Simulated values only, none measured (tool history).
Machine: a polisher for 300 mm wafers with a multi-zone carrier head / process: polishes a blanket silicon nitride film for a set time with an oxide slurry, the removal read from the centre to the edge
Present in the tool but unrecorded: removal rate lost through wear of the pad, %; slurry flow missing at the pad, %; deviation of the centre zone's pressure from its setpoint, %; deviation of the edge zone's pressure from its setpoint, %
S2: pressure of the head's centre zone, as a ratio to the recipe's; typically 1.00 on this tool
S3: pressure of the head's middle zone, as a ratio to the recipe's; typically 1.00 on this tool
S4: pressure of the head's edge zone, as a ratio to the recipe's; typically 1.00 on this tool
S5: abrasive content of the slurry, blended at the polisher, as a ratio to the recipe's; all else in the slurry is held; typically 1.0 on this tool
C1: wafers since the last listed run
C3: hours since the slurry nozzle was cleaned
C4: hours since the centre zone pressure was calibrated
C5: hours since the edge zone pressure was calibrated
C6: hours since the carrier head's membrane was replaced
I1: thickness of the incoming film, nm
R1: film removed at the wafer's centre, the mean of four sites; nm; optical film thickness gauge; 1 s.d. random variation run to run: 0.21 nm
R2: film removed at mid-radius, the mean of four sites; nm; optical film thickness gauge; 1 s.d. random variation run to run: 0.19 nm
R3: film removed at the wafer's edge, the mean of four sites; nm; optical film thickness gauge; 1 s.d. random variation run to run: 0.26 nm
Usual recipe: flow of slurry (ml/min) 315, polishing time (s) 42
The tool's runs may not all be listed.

{"run": 1, "hour": 0.0, "flow of slurry (ml/min)": 315, "S2": 1.0, "S3": 0.92, "S4": 1.0, "S5": 1.0, "polishing time (s)": 42, "C1": 0, "wafers polished on this pad": 125, "C3": 500.3, "C4": 750.9, "C5": 777.4, "C6": 1256.4, "I1": 385.9, "R1": 15.6, "R2": 16.8, "R3": 17.3}
{"run": 2, "hour": 7.1, "flow of slurry (ml/min)": 315, "S2": 1.0, "S3": 1.0, "S4": 1.0, "S5": 1.0, "polishing time (s)": 42, "C1": 62, "wafers polished on this pad": 187, "C3": 507.4, "C4": 758.0, "C5": 784.5, "C6": 1263.5, "I1": 385.7, "R1": 15.7, "R2": 17.8, "R3": 17.8}
{"run": 3, "hour": 14.3, "flow of slurry (ml/min)": 315, "S2": 1.0, "S3": 1.0, "S4": 1.0, "S5": 1.0, "polishing time (s)": 42, "C1": 63, "wafers polished on this pad": 251, "C3": 514.6, "C4": 765.2, "C5": 791.7, "C6": 1270.7, "I1": 381.8, "R1": 15.5, "R2": 18.0, "R3": 18.0}
{"run": 4, "hour": 31.9, "flow of slurry (ml/min)": 315, "S2": 1.0, "S3": 1.0, "S4": 1.0, "S5": 1.0, "polishing time (s)": 42, "C1": 156, "wafers polished on this pad": 407, "C3": 532.2, "C4": 782.8, "C5": 809.3, "C6": 1288.3, "I1": 386.0, "R1": 15.5, "R2": 18.2, "R3": 18.3}
{"run": 5, "hour": 48.9, "flow of slurry (ml/min)": 315, "S2": 1.03, "S3": 1.05, "S4": 1.0, "S5": 1.0, "polishing time (s)": 42, "C1": 150, "wafers polished on this pad": 558, "C3": 549.2, "C4": 799.8, "C5": 826.3, "C6": 1305.3, "I1": 382.2, "R1": 16.4, "R2": 18.8, "R3": 18.0}
{"run": 6, "hour": 63.8, "flow of slurry (ml/min)": 315, "S2": 1.03, "S3": 1.05, "S4": 1.0, "S5": 1.0, "polishing time (s)": 42, "C1": 132, "wafers polished on this pad": 690, "C3": 564.1, "C4": 814.7, "C5": 841.2, "C6": 1320.2, "I1": 378.2, "R1": 15.9, "R2": 18.9, "R3": 17.6}
{"run": 7, "hour": 76.4, "flow of slurry (ml/min)": 315, "S2": 1.0, "S3": 1.0, "S4": 1.0, "S5": 1.0, "polishing time (s)": 37, "C1": 111, "wafers polished on this pad": 802, "C3": 576.7, "C4": 827.3, "C5": 853.8, "C6": 1332.8, "I1": 381.9, "R1": 13.6, "R2": 16.0, "R3": 15.9}
{"hour": 101.0, "done": "worn pad replaced by a new one"}
{"run": 8, "hour": 110.7, "flow of slurry (ml/min)": 315, "S2": 1.0, "S3": 1.08, "S4": 1.0, "S5": 1.0, "polishing time (s)": 42, "C1": 268, "wafers polished on this pad": 86, "C3": 611.0, "C4": 861.6, "C5": 888.1, "C6": 1367.1, "I1": 376.7, "R1": 15.3, "R2": 19.0, "R3": 17.9}
{"run": 9, "hour": 119.1, "flow of slurry (ml/min)": 315, "S2": 1.0, "S3": 1.0, "S4": 1.0, "S5": 1.0, "polishing time (s)": 42, "C1": 74, "wafers polished on this pad": 160, "C3": 619.4, "C4": 870.0, "C5": 896.5, "C6": 1375.5, "I1": 378.8, "R1": 15.5, "R2": 17.8, "R3": 18.4}
{"hour": 138.1, "done": "edge zone pressure recalibrated"}
{"run": 10, "hour": 138.6, "flow of slurry (ml/min)": 315, "S2": 1.0, "S3": 1.0, "S4": 1.0, "S5": 1.0, "polishing time (s)": 42, "C1": 155, "wafers polished on this pad": 316, "C3": 638.9, "C4": 889.5, "C5": 0.5, "C6": 1395.0, "I1": 378.0, "R1": 15.9, "R2": 18.0, "R3": 18.1}
{"run": 11, "hour": 147.2, "flow of slurry (ml/min)": 315, "S2": 1.0, "S3": 1.0, "S4": 1.0, "S5": 1.0, "polishing time (s)": 42, "C1": 76, "wafers polished on this pad": 392, "C3": 647.5, "C4": 898.1, "C5": 9.1, "C6": 1403.6, "I1": 385.1, "R1": 15.1, "R2": 18.0, "R3": 17.9}
{"run": 12, "hour": 155.5, "flow of slurry (ml/min)": 315, "S2": 1.06, "S3": 1.0, "S4": 1.0, "S5": 1.2, "polishing time (s)": 42, "C1": 73, "wafers polished on this pad": 465, "C3": 655.8, "C4": 906.4, "C5": 17.4, "C6": 1411.9, "I1": 373.1, "R1": 18.5, "R2": 20.4, "R3": 20.8}
{"hour": 162.1, "done": "carrier head's membrane replaced by a new one"}
{"hour": 166.5, "done": "centre zone pressure recalibrated"}
{"run": 13, "hour": 172.4, "flow of slurry (ml/min)": 240, "S2": 1.07, "S3": 1.0, "S4": 1.0, "S5": 0.7, "polishing time (s)": 48, "C1": 87, "wafers polished on this pad": 553, "C3": 672.7, "C4": 5.9, "C5": 34.3, "C6": 10.3, "I1": 377.6, "R1": 13.8, "R2": 13.5, "R3": 13.4}
{"run": 14, "hour": 189.7, "flow of slurry (ml/min)": 315, "S2": 1.0, "S3": 0.96, "S4": 1.0, "S5": 1.0, "polishing time (s)": 42, "C1": 153, "wafers polished on this pad": 707, "C3": 690.0, "C4": 23.2, "C5": 51.6, "C6": 27.6, "I1": 384.3, "R1": 17.0, "R2": 17.4, "R3": 17.3}
{"hour": 194.7, "done": "slurry nozzle cleaned"}
{"run": 15, "hour": 206.5, "flow of slurry (ml/min)": 315, "S2": 1.0, "S3": 1.0, "S4": 0.92, "S5": 1.0, "polishing time (s)": 32, "C1": 140, "wafers polished on this pad": 847, "C3": 11.8, "C4": 40.0, "C5": 68.4, "C6": 44.4, "I1": 371.9, "R1": 13.0, "R2": 13.7, "R3": 13.0}
{"hour": 212.6, "done": "worn pad replaced by a new one"}
{"run": 16, "hour": 214.4, "flow of slurry (ml/min)": 315, "S2": 0.88, "S3": 1.11, "S4": 1.12, "S5": 1.0, "polishing time (s)": 32, "C1": 34, "wafers polished on this pad": 15, "C3": 19.7, "C4": 47.9, "C5": 76.3, "C6": 52.3, "I1": 375.8, "R1": 11.3, "R2": 14.9, "R3": 14.1}
{"run": 17, "hour": 223.9, "flow of slurry (ml/min)": 315, "S2": 1.0, "S3": 1.0, "S4": 1.0, "S5": 1.0, "polishing time (s)": 42, "C1": 84, "wafers polished on this pad": 99, "C3": 29.2, "C4": 57.4, "C5": 85.8, "C6": 61.8, "I1": 372.8, "R1": 16.6, "R2": 18.1, "R3": 18.2}
{"run": 18, "hour": 236.1, "flow of slurry (ml/min)": 400, "S2": 0.94, "S3": 1.1, "S4": 1.0, "S5": 1.0, "polishing time (s)": 53, "C1": 108, "wafers polished on this pad": 208, "C3": 41.4, "C4": 69.6, "C5": 98.0, "C6": 74.0, "I1": 376.6, "R1": 20.5, "R2": 24.8, "R3": 23.1}
{"run": 19, "hour": 244.1, "flow of slurry (ml/min)": 315, "S2": 1.11, "S3": 0.9, "S4": 1.0, "S5": 1.0, "polishing time (s)": 42, "C1": 70, "wafers polished on this pad": 279, "C3": 49.4, "C4": 77.6, "C5": 106.0, "C6": 82.0, "I1": 386.6, "R1": 18.8, "R2": 16.5, "R3": 17.9}
{"run": 20, "hour": 260.2, "flow of slurry (ml/min)": 315, "S2": 1.0, "S3": 1.0, "S4": 1.0, "S5": 1.0, "polishing time (s)": 42, "C1": 142, "wafers polished on this pad": 421, "C3": 65.5, "C4": 93.7, "C5": 122.1, "C6": 98.1, "I1": 375.5, "R1": 16.4, "R2": 17.8, "R3": 18.2}
{"run": 21, "hour": 277.2, "flow of slurry (ml/min)": 225, "S2": 1.07, "S3": 1.0, "S4": 1.0, "S5": 1.0, "polishing time (s)": 42, "C1": 150, "wafers polished on this pad": 572, "C3": 82.5, "C4": 110.7, "C5": 139.1, "C6": 115.1, "I1": 375.0, "R1": 16.9, "R2": 17.4, "R3": 17.6}
{"run": 22, "hour": 316.4, "flow of slurry (ml/min)": 315, "S2": 1.0, "S3": 1.0, "S4": 1.0, "S5": 1.0, "polishing time (s)": 42, "C1": 347, "wafers polished on this pad": 920, "C3": 121.7, "C4": 149.9, "C5": 178.3, "C6": 154.3, "I1": 378.3, "R1": 16.7, "R2": 18.2, "R3": 18.0}

Consider 4 possible next runs. They are alternatives, not a sequence: every one starts from the tool as it was left by run 22. What does each give?
{"run": "A", "hour": 316.8, "flow of slurry (ml/min)": 315, "S2": 1.0, "S3": 1.0, "S4": 1.0, "S5": 1.0, "polishing time (s)": 42, "C1": 3, "wafers polished on this pad": 923, "C3": 122.1, "C4": 150.3, "C5": 178.7, "C6": 154.7, "I1": 384.2, "R1": "?", "R2": "?", "R3": "?"}
{"run": "B", "hour": 316.8, "flow of slurry (ml/min)": 275, "S2": 1.0, "S3": 0.9, "S4": 1.0, "S5": 1.0, "polishing time (s)": 36, "C1": 3, "wafers polished on this pad": 923, "C3": 122.1, "C4": 150.3, "C5": 178.7, "C6": 154.7, "I1": 384.2, "R1": "?", "R2": "?", "R3": "?"}
{"run": "C", "hour": 316.8, "flow of slurry (ml/min)": 315, "S2": 1.0, "S3": 1.0, "S4": 1.0, "S5": 1.0, "polishing time (s)": 53, "C1": 3, "wafers polished on this pad": 923, "C3": 122.1, "C4": 150.3, "C5": 178.7, "C6": 154.7, "I1": 384.2, "R1": "?", "R2": "?", "R3": "?"}
{"run": "D", "hour": 316.8, "flow of slurry (ml/min)": 250, "S2": 1.0, "S3": 1.0, "S4": 1.07, "S5": 1.0, "polishing time (s)": 42, "C1": 3, "wafers polished on this pad": 923, "C3": 122.1, "C4": 150.3, "C5": 178.7, "C6": 154.7, "I1": 384.2, "R1": "?", "R2": "?", "R3": "?"}

run=A R1=16.4 R2=17.8 R3=17.6
run=B R1=13.8 R2=13.8 R3=15.0
run=C R1=20.7 R2=22.5 R3=22.2
run=D R1=15.9 R2=17.4 R3=17.7
With the hidden condition removed and each run's random variation left untouched, the same runs would have given:
run=A R1=17.6 R2=17.8 R3=17.6
run=B R1=14.8 R2=13.8 R3=15.0
run=C R1=22.2 R2=22.5 R3=22.2
run=D R1=17.1 R2=17.4 R3=17.7

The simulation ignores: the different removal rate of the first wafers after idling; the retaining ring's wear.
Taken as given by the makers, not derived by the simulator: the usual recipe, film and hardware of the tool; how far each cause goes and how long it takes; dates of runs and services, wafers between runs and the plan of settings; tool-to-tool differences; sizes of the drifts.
